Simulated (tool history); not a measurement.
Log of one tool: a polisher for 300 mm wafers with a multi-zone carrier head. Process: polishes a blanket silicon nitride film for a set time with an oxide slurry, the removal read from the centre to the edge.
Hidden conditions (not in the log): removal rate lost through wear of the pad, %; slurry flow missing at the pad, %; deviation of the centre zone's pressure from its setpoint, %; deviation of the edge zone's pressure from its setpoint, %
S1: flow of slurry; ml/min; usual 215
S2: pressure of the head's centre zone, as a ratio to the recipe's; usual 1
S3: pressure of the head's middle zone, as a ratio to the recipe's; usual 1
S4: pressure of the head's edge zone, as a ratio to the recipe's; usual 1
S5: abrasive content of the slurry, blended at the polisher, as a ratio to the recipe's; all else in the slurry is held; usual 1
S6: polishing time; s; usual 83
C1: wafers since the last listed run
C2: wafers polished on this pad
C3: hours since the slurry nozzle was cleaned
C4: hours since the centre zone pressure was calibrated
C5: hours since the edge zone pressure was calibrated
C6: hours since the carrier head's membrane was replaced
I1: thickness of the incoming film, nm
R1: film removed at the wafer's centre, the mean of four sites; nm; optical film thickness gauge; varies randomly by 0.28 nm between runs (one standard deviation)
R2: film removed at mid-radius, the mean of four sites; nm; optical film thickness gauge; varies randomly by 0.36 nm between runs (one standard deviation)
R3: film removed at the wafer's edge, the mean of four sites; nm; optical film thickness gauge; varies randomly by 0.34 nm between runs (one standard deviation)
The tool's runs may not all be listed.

run	hour	S1	S2	S3	S4	S5	S6	C1	C2	C3	C4	C5	C6	I1	R1	R2	R3
1	0	215	0.91	1	0.97	1	83	0	2054	545.2	1315.1	258.9	419.5	417.3	33.5	36.8	37.3
# hour 107.9: slurry nozzle cleaned
2	172.6	215	0.97	0.93	1	1	96	2147	4201	64.7	1487.7	431.5	592.1	422	42.4	40.9	42.8
3	241.6	215	1	1	0.94	0.8	83	863	5064	133.7	1556.7	500.5	661.1	419.3	32.6	32.2	32.1
4	285.5	215	1	1	1	1	83	549	5614	177.6	1600.6	544.4	705	420.9	36.5	37.8	37.6
# hour 287.5: centre zone pressure recalibrated
5	382	215	0.92	1	1	0.8	57	1182	6796	274.1	94.5	640.9	801.5	413.5	20.4	22.3	22.2
# hour 443.2: edge zone pressure recalibrated
6	485.1	245	1	0.94	1	1	83	1265	8061	377.2	197.6	41.9	904.6	414.3	37	35.5	37.2
# hour 512.3: worn pad replaced by a new one
7	558.8	215	1.1	1	1	1	69	872	581	450.9	271.3	115.6	978.3	426.5	35.1	31.9	32.8
8	644.1	215	1.09	0.94	1	1	83	1067	1649	536.2	356.6	200.9	1063.6	421.8	40	35.6	38.2
# hour 685.8: slurry nozzle cleaned
9	694.8	215	1	1	0.94	0.8	83	621	2271	9	407.3	251.6	1114.3	423.7	33	32.9	32.4
# hour 778.5: carrier head's membrane replaced by a new one
10	796.9	215	1	1	1	1	83	1214	3486	111.1	509.4	353.7	18.4	412.5	37.9	37.7	37.9
11	911.5	215	1.06	1	1	1	83	1433	4920	225.7	624	468.3	133	421.3	39.2	36.8	37.4
12	957.2	215	1	1	1	1	83	571	5491	271.4	669.7	514	178.7	422.6	36.9	36.6	36.9
13	1056.1	215	1	1	1.1	0.9	83	1237	6729	370.3	768.6	612.9	277.6	423.7	34.4	34.4	36.3
14	1124.6	215	1	0.91	1	1	67	857	7586	438.8	837.1	681.4	346.1	422.1	29	27.3	29.9
15	1175.8	150	1	1	1	1	83	640	8227	490	888.3	732.6	397.3	417.2	33.9	34.8	34.6
# hour 1207.1: worn pad replaced by a new one
16	1232.3	215	1.06	1	1.07	0.85	71	656	315	546.5	944.8	789.1	453.8	425.4	32.2	30.3	31.1
# hour 1280.3: edge zone pressure recalibrated
17	1289.5	215	1.06	1.06	1	1	109	690	1006	603.7	1002	9.2	511	419.6	53.2	52.7	50.9
18	1347.2	215	1	1.09	1	1	101	721	1728	661.4	1059.7	66.9	568.7	416.3	45	48.6	45.2
# hour 1419.1: slurry nozzle cleaned
19	1438.4	215	1	1	1	1	83	1128	2856	19.3	1150.9	158.1	659.9	423.4	37.5	38	37.5
20	1478	215	1	1	1	1	83	495	3352	58.9	1190.5	197.7	699.5	417.8	38.2	37.1	37.2
21	1555.1	215	1	1	1	1	83	964	4316	136	1267.6	274.8	776.6	411.9	37.6	37.6	37.5

Branching from run 21: 4 alternative next runs. What would each branch give?
A	1555.5	215	1	1	1	1	83	5	4321	136.4	1268	275.2	777	423.5	?	?	?
B	1555.5	215	1	1	1	0.7	83	5	4321	136.4	1268	275.2	777	423.5	?	?	?
C	1555.5	215	1	1	1.06	1	100	5	4321	136.4	1268	275.2	777	423.5	?	?	?
D	1555.5	215	1	1	1	1	100	5	4321	136.4	1268	275.2	777	423.5	?	?	?

run	R1	R2	R3
A	37.1	37.6	37.5
B	29.4	29.9	29.8
C	44.7	45.3	46.5
D	44.7	45.3	45.1
With the hidden condition removed and each run's random variation left untouched, the same runs would have given:
run	R1	R2	R3
A	39.9	40.4	40.3
B	31.7	32.1	32
C	48.1	48.7	49.9
D	48.1	48.7	48.5

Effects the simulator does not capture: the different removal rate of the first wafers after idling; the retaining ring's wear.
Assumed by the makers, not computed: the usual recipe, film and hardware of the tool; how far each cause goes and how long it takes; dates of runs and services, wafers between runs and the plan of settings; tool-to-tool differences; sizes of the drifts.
